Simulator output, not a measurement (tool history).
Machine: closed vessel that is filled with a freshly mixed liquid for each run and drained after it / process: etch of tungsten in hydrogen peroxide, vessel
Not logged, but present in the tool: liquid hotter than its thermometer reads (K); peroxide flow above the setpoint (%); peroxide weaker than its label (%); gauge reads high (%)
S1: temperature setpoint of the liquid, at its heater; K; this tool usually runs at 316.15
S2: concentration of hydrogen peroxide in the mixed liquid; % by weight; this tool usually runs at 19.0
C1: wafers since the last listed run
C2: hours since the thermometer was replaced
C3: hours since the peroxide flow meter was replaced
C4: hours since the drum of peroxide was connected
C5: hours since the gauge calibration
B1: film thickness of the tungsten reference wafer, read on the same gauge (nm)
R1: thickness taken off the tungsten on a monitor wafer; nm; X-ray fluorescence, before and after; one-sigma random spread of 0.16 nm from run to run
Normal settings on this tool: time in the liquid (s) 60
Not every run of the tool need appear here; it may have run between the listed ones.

{"run": 1, "hour": 0.0, "S1": 316.15, "S2": 19.0, "time in the liquid (s)": 60, "C1": 0, "C2": 575.6, "C3": 888.9, "C4": 116.3, "C5": 886.3, "B1": 40.01, "R1": 37.56}
{"run": 2, "hour": 42.5, "S1": 316.15, "S2": 19.0, "time in the liquid (s)": 60, "C1": 3019, "C2": 618.1, "C3": 931.4, "C4": 158.8, "C5": 928.8, "B1": 40.01, "R1": 37.87}
{"run": 3, "hour": 70.8, "S1": 316.15, "S2": 19.0, "time in the liquid (s)": 60, "C1": 2010, "C2": 646.4, "C3": 959.7, "C4": 187.1, "C5": 957.1, "B1": 40.0, "R1": 37.84}
{"run": 4, "hour": 138.4, "S1": 316.15, "S2": 19.0, "time in the liquid (s)": 60, "C1": 4803, "C2": 714.0, "C3": 1027.3, "C4": 254.7, "C5": 1024.7, "B1": 40.01, "R1": 37.93}
{"run": 5, "hour": 200.7, "S1": 316.15, "S2": 19.0, "time in the liquid (s)": 60, "C1": 4426, "C2": 776.3, "C3": 1089.6, "C4": 317.0, "C5": 1087.0, "B1": 40.02, "R1": 37.8}
{"run": 6, "hour": 233.5, "S1": 316.15, "S2": 19.0, "time in the liquid (s)": 60, "C1": 2330, "C2": 809.1, "C3": 1122.4, "C4": 349.8, "C5": 1119.8, "B1": 40.0, "R1": 38.12}
{"run": 7, "hour": 267.9, "S1": 316.15, "S2": 19.0, "time in the liquid (s)": 60, "C1": 2444, "C2": 843.5, "C3": 1156.8, "C4": 384.2, "C5": 1154.2, "B1": 39.99, "R1": 37.68}
{"run": 8, "hour": 305.4, "S1": 316.15, "S2": 19.0, "time in the liquid (s)": 60, "C1": 2664, "C2": 881.0, "C3": 1194.3, "C4": 421.7, "C5": 1191.7, "B1": 40.0, "R1": 37.83}
{"run": 9, "hour": 330.2, "S1": 316.15, "S2": 19.0, "time in the liquid (s)": 60, "C1": 1762, "C2": 905.8, "C3": 1219.1, "C4": 446.5, "C5": 1216.5, "B1": 40.02, "R1": 37.97}
{"run": 10, "hour": 374.6, "S1": 316.15, "S2": 19.0, "time in the liquid (s)": 60, "C1": 3154, "C2": 950.2, "C3": 1263.5, "C4": 490.9, "C5": 1260.9, "B1": 39.99, "R1": 37.96}
{"run": 11, "hour": 404.0, "S1": 316.15, "S2": 19.0, "time in the liquid (s)": 80, "C1": 2089, "C2": 979.6, "C3": 1292.9, "C4": 520.3, "C5": 1290.3, "B1": 40.0, "R1": 50.67}
{"run": 12, "hour": 461.8, "S1": 319.15, "S2": 19.0, "time in the liquid (s)": 75, "C1": 4106, "C2": 1037.4, "C3": 1350.7, "C4": 578.1, "C5": 1348.1, "B1": 39.99, "R1": 57.37}
{"run": 13, "hour": 501.1, "S1": 316.15, "S2": 19.0, "time in the liquid (s)": 60, "C1": 2792, "C2": 1076.7, "C3": 1390.0, "C4": 617.4, "C5": 1387.4, "B1": 39.99, "R1": 37.67}
{"hour": 521.3, "done": "thermometer replaced"}
{"run": 14, "hour": 563.5, "S1": 311.15, "S2": 16.0, "time in the liquid (s)": 60, "C1": 4362, "C2": 42.2, "C3": 1452.4, "C4": 679.8, "C5": 1449.8, "B1": 40.0, "R1": 23.73}
{"hour": 571.1, "done": "gauge calibrated"}
{"run": 15, "hour": 601.5, "S1": 316.15, "S2": 19.0, "time in the liquid (s)": 60, "C1": 2700, "C2": 80.2, "C3": 1490.4, "C4": 717.8, "C5": 30.4, "B1": 40.02, "R1": 36.06}
{"run": 16, "hour": 638.1, "S1": 316.15, "S2": 19.0, "time in the liquid (s)": 60, "C1": 2600, "C2": 116.8, "C3": 1527.0, "C4": 754.4, "C5": 67.0, "B1": 39.99, "R1": 35.76}
{"hour": 681.8, "done": "new drum of peroxide connected"}
{"run": 17, "hour": 684.8, "S1": 325.65, "S2": 22.0, "time in the liquid (s)": 35, "C1": 3247, "C2": 163.5, "C3": 1573.7, "C4": 3.0, "C5": 113.7, "B1": 40.02, "R1": 42.11}
{"run": 18, "hour": 825.4, "S1": 320.15, "S2": 15.5, "time in the liquid (s)": 60, "C1": 9990, "C2": 304.1, "C3": 1714.3, "C4": 143.6, "C5": 254.3, "B1": 40.01, "R1": 43.36}
{"run": 19, "hour": 863.6, "S1": 316.15, "S2": 19.0, "time in the liquid (s)": 60, "C1": 2714, "C2": 342.3, "C3": 1752.5, "C4": 181.8, "C5": 292.5, "B1": 40.02, "R1": 37.48}
{"hour": 881.7, "done": "peroxide flow meter replaced"}
{"run": 20, "hour": 899.1, "S1": 316.15, "S2": 19.0, "time in the liquid (s)": 60, "C1": 2451, "C2": 377.8, "C3": 17.4, "C4": 217.3, "C5": 328.0, "B1": 40.0, "R1": 37.29}
{"run": 21, "hour": 962.8, "S1": 310.65, "S2": 19.0, "time in the liquid (s)": 45, "C1": 4526, "C2": 441.5, "C3": 81.1, "C4": 281.0, "C5": 391.7, "B1": 39.98, "R1": 19.48}
{"run": 22, "hour": 1023.7, "S1": 316.15, "S2": 19.0, "time in the liquid (s)": 60, "C1": 4327, "C2": 502.4, "C3": 142.0, "C4": 341.9, "C5": 452.6, "B1": 39.99, "R1": 37.28}
{"run": 23, "hour": 1049.9, "S1": 324.15, "S2": 17.5, "time in the liquid (s)": 80, "C1": 1861, "C2": 528.6, "C3": 168.2, "C4": 368.1, "C5": 478.8, "B1": 39.99, "R1": 77.9}
{"run": 24, "hour": 1148.8, "S1": 309.15, "S2": 16.0, "time in the liquid (s)": 50, "C1": 7027, "C2": 627.5, "C3": 267.1, "C4": 467.0, "C5": 577.7, "B1": 39.99, "R1": 18.16}
{"run": 25, "hour": 1207.5, "S1": 308.15, "S2": 24.0, "time in the liquid (s)": 80, "C1": 4170, "C2": 686.2, "C3": 325.8, "C4": 525.7, "C5": 636.4, "B1": 40.0, "R1": 33.03}
{"run": 26, "hour": 1271.7, "S1": 308.65, "S2": 21.0, "time in the liquid (s)": 60, "C1": 4561, "C2": 750.4, "C3": 390.0, "C4": 589.9, "C5": 700.6, "B1": 40.0, "R1": 24.09}

Run by run, hidden condition taken away, random variation retained:
run=1 R1=36.52
run=2 R1=36.83
run=3 R1=36.81
run=4 R1=36.90
run=5 R1=36.77
run=6 R1=37.09
run=7 R1=36.66
run=8 R1=36.81
run=9 R1=36.97
run=10 R1=36.94
run=11 R1=49.33
run=12 R1=55.93
run=13 R1=36.69
run=14 R1=24.46
run=15 R1=37.17
run=16 R1=36.86
run=17 R1=41.76
run=18 R1=42.99
run=19 R1=37.13
run=20 R1=36.94
run=21 R1=19.29
run=22 R1=36.95
run=23 R1=77.33
run=24 R1=17.99
run=25 R1=32.69
run=26 R1=23.85
